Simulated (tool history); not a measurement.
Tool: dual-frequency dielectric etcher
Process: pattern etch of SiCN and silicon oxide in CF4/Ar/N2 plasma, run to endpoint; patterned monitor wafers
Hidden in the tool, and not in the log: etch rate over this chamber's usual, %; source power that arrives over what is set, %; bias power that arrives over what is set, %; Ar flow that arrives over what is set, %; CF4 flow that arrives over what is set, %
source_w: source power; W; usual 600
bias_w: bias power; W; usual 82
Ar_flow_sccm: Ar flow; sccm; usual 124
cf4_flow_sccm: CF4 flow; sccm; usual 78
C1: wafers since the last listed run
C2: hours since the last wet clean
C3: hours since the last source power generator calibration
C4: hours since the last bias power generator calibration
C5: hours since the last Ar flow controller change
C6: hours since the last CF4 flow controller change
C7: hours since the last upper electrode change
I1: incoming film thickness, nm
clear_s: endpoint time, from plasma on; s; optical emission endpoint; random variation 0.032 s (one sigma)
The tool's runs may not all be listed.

{"run": 1, "hour": 0.0, "source_w": 660, "bias_w": 82, "Ar_flow_sccm": 124, "cf4_flow_sccm": 64, "C1": 0, "C2": 547.8, "C3": 3995.6, "C4": 1873.9, "C5": 1447.1, "C6": 3816.4, "C7": 3353.8, "I1": 11.16, "clear_s": 10.0}
{"run": 2, "hour": 15.5, "source_w": 660, "bias_w": 82, "Ar_flow_sccm": 124, "cf4_flow_sccm": 64, "C1": 199, "C2": 563.3, "C3": 4011.1, "C4": 1889.4, "C5": 1462.6, "C6": 3831.9, "C7": 3369.3, "I1": 11.15, "clear_s": 9.9}
{"run": 3, "hour": 24.9, "source_w": 600, "bias_w": 82, "Ar_flow_sccm": 124, "cf4_flow_sccm": 70, "C1": 120, "C2": 572.7, "C3": 4020.5, "C4": 1898.8, "C5": 1472.0, "C6": 3841.3, "C7": 3378.7, "I1": 11.21, "clear_s": 10.4}
{"run": 4, "hour": 39.8, "source_w": 600, "bias_w": 82, "Ar_flow_sccm": 124, "cf4_flow_sccm": 70, "C1": 191, "C2": 587.6, "C3": 4035.4, "C4": 1913.7, "C5": 1486.9, "C6": 3856.2, "C7": 3393.6, "I1": 11.28, "clear_s": 10.4}
{"run": 5, "hour": 53.6, "source_w": 600, "bias_w": 82, "Ar_flow_sccm": 135, "cf4_flow_sccm": 78, "C1": 177, "C2": 601.4, "C3": 4049.2, "C4": 1927.5, "C5": 1500.7, "C6": 3870.0, "C7": 3407.4, "I1": 11.32, "clear_s": 10.4}
{"run": 6, "hour": 64.8, "source_w": 600, "bias_w": 82, "Ar_flow_sccm": 135, "cf4_flow_sccm": 78, "C1": 143, "C2": 612.6, "C3": 4060.4, "C4": 1938.7, "C5": 1511.9, "C6": 3881.2, "C7": 3418.6, "I1": 11.24, "clear_s": 10.4}
{"run": 7, "hour": 76.3, "source_w": 600, "bias_w": 82, "Ar_flow_sccm": 135, "cf4_flow_sccm": 78, "C1": 147, "C2": 624.1, "C3": 4071.9, "C4": 1950.2, "C5": 1523.4, "C6": 3892.7, "C7": 3430.1, "I1": 11.14, "clear_s": 10.2}
{"run": 8, "hour": 82.9, "source_w": 600, "bias_w": 82, "Ar_flow_sccm": 124, "cf4_flow_sccm": 93, "C1": 84, "C2": 630.7, "C3": 4078.5, "C4": 1956.8, "C5": 1530.0, "C6": 3899.3, "C7": 3436.7, "I1": 11.22, "clear_s": 10.1}
{"run": 9, "hour": 90.5, "source_w": 600, "bias_w": 82, "Ar_flow_sccm": 124, "cf4_flow_sccm": 78, "C1": 97, "C2": 638.3, "C3": 4086.1, "C4": 1964.4, "C5": 1537.6, "C6": 3906.9, "C7": 3444.3, "I1": 11.26, "clear_s": 10.2}
{"run": 10, "hour": 105.4, "source_w": 600, "bias_w": 82, "Ar_flow_sccm": 124, "cf4_flow_sccm": 78, "C1": 191, "C2": 653.2, "C3": 4101.0, "C4": 1979.3, "C5": 1552.5, "C6": 3921.8, "C7": 3459.2, "I1": 11.15, "clear_s": 10.2}
{"hour": 124.4, "done": "CF4 flow controller replaced"}
{"hour": 130.1, "done": "source power generator calibrated"}
{"hour": 142.0, "done": "upper electrode replaced"}
{"run": 11, "hour": 142.5, "source_w": 600, "bias_w": 82, "Ar_flow_sccm": 124, "cf4_flow_sccm": 78, "C1": 196, "C2": 690.3, "C3": 12.4, "C4": 2016.4, "C5": 1589.6, "C6": 18.1, "C7": 0.5, "I1": 11.18, "clear_s": 10.1}
{"run": 12, "hour": 142.8, "source_w": 700, "bias_w": 93, "Ar_flow_sccm": 148, "cf4_flow_sccm": 96, "C1": 3, "C2": 690.6, "C3": 12.7, "C4": 2016.7, "C5": 1589.9, "C6": 18.4, "C7": 0.8, "I1": 11.12, "clear_s": 8.8}
{"hour": 160.9, "done": "bias power generator calibrated"}
{"hour": 167.4, "done": "Ar flow controller replaced"}
{"hour": 170.8, "done": "wet clean of the chamber"}
{"run": 13, "hour": 173.9, "source_w": 600, "bias_w": 97, "Ar_flow_sccm": 124, "cf4_flow_sccm": 63, "C1": 228, "C2": 3.1, "C3": 43.8, "C4": 13.0, "C5": 6.5, "C6": 49.5, "C7": 31.9, "I1": 11.21, "clear_s": 10.3}
{"run": 14, "hour": 188.4, "source_w": 510, "bias_w": 97, "Ar_flow_sccm": 124, "cf4_flow_sccm": 78, "C1": 186, "C2": 17.6, "C3": 58.3, "C4": 27.5, "C5": 21.0, "C6": 64.0, "C7": 46.4, "I1": 11.16, "clear_s": 10.9}
{"run": 15, "hour": 203.9, "source_w": 600, "bias_w": 82, "Ar_flow_sccm": 135, "cf4_flow_sccm": 78, "C1": 199, "C2": 33.1, "C3": 73.8, "C4": 43.0, "C5": 36.5, "C6": 79.5, "C7": 61.9, "I1": 11.26, "clear_s": 10.7}
{"run": 16, "hour": 218.7, "source_w": 600, "bias_w": 82, "Ar_flow_sccm": 124, "cf4_flow_sccm": 78, "C1": 190, "C2": 47.9, "C3": 88.6, "C4": 57.8, "C5": 51.3, "C6": 94.3, "C7": 76.7, "I1": 11.08, "clear_s": 10.5}
{"run": 17, "hour": 232.2, "source_w": 680, "bias_w": 82, "Ar_flow_sccm": 124, "cf4_flow_sccm": 78, "C1": 173, "C2": 61.4, "C3": 102.1, "C4": 71.3, "C5": 64.8, "C6": 107.8, "C7": 90.2, "I1": 11.27, "clear_s": 9.9}
{"run": 18, "hour": 248.8, "source_w": 600, "bias_w": 82, "Ar_flow_sccm": 124, "cf4_flow_sccm": 78, "C1": 213, "C2": 78.0, "C3": 118.7, "C4": 87.9, "C5": 81.4, "C6": 124.4, "C7": 106.8, "I1": 11.17, "clear_s": 10.5}
{"run": 19, "hour": 255.7, "source_w": 720, "bias_w": 97, "Ar_flow_sccm": 151, "cf4_flow_sccm": 87, "C1": 88, "C2": 84.9, "C3": 125.6, "C4": 94.8, "C5": 88.3, "C6": 131.3, "C7": 113.7, "I1": 11.3, "clear_s": 9.2}
{"run": 20, "hour": 265.4, "source_w": 600, "bias_w": 82, "Ar_flow_sccm": 124, "cf4_flow_sccm": 78, "C1": 124, "C2": 94.6, "C3": 135.3, "C4": 104.5, "C5": 98.0, "C6": 141.0, "C7": 123.4, "I1": 11.33, "clear_s": 10.7}
{"run": 21, "hour": 279.4, "source_w": 600, "bias_w": 82, "Ar_flow_sccm": 124, "cf4_flow_sccm": 96, "C1": 179, "C2": 108.6, "C3": 149.3, "C4": 118.5, "C5": 112.0, "C6": 155.0, "C7": 137.4, "I1": 11.19, "clear_s": 10.2}
{"run": 22, "hour": 288.2, "source_w": 730, "bias_w": 93, "Ar_flow_sccm": 153, "cf4_flow_sccm": 83, "C1": 113, "C2": 117.4, "C3": 158.1, "C4": 127.3, "C5": 120.8, "C6": 163.8, "C7": 146.2, "I1": 11.17, "clear_s": 9.1}
{"run": 23, "hour": 295.4, "source_w": 640, "bias_w": 82, "Ar_flow_sccm": 136, "cf4_flow_sccm": 78, "C1": 92, "C2": 124.6, "C3": 165.3, "C4": 134.5, "C5": 128.0, "C6": 171.0, "C7": 153.4, "I1": 11.33, "clear_s": 10.3}
{"run": 24, "hour": 312.8, "source_w": 720, "bias_w": 82, "Ar_flow_sccm": 109, "cf4_flow_sccm": 90, "C1": 223, "C2": 142.0, "C3": 182.7, "C4": 151.9, "C5": 145.4, "C6": 188.4, "C7": 170.8, "I1": 11.15, "clear_s": 9.2}
{"run": 25, "hour": 325.7, "source_w": 700, "bias_w": 82, "Ar_flow_sccm": 124, "cf4_flow_sccm": 78, "C1": 165, "C2": 154.9, "C3": 195.6, "C4": 164.8, "C5": 158.3, "C6": 201.3, "C7": 183.7, "I1": 11.23, "clear_s": 9.6}

Hidden state or all else? Some run-to-run changes of clear_s, split into what the settings, what came in and random variation would give without the hidden state, and what is left for the hidden state (with any gauge scatter that isn't in both results):
Run 10 -> 11: CF4 flow controller replaced, source power generator calibrated, upper electrode replaced. clear_s -0.1 s: hidden state -0.2, all else +0.1.
Run 12 -> 13: source_w 700 -> 600, bias_w 93 -> 97, Ar_flow_sccm 148 -> 124, cf4_flow_sccm 96 -> 63, bias power generator calibrated, Ar flow controller replaced, wet clean of the chamber. clear_s +1.5 s: hidden state +0.4, all else +1.1.
Run 19 -> 20: source_w 720 -> 600, bias_w 97 -> 82, Ar_flow_sccm 151 -> 124, cf4_flow_sccm 87 -> 78. clear_s +1.5 s: hidden state +0.0, all else +1.5.
